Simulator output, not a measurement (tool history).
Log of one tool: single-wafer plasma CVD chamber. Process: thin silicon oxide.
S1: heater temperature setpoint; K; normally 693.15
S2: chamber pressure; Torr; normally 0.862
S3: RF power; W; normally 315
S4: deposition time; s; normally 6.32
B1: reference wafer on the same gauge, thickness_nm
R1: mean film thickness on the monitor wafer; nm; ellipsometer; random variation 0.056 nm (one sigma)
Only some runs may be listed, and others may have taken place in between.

run   hour      S1     S2   S3    S4     B1      R1
  1    0.0  693.15  0.862  315  6.32  9.299  11.218
  2   11.8  693.15  0.862  315  6.32  9.298  11.124
  3   28.9  693.15  0.862  315  6.32  9.304  11.123
  4   39.5  693.15  0.862  315  6.32  9.298  11.154
  5   56.6  693.15  0.862  315  6.76  9.305  11.833
  6   66.7  693.15  0.862  315  6.76  9.275  11.922
  7   80.8  701.15  0.862  315  6.32  9.295  11.177
      86.3  -- gauge calibrated
      92.8  -- RF generator calibrated
  8   93.3  701.15  0.862  315  6.32  9.309  11.111
  9   94.6  693.15  0.862  315  6.32  9.298  11.190
 10  109.3  693.15  0.862  315  6.32  9.325  11.162
 11  126.9  693.15  0.862  315  6.32  9.297  11.253
     158.3  -- thermocouple changed; heater temperature recalibrated
     162.9  -- capacitance manometer re-zeroed and calibrated
 12  176.5  708.15  0.937  270  7.14  9.318  12.513
 13  190.1  693.15  0.862  315  6.32  9.315  11.131
 14  205.5  689.15  0.731  270  7.03  9.279  10.957
 15  214.3  693.15  0.756  315  6.32  9.291  10.491
 16  222.9  693.15  0.862  350  6.32  9.300  11.539

Forecast run 17:
 17  229.5  693.15  0.862  315  5.15   ?   ?

Run 17 came out at B1 9.291, R1 9.060 nm.
Were there no unlogged condition in the tool, this run, its random variation unchanged, would have produced R1 9.060 nm.
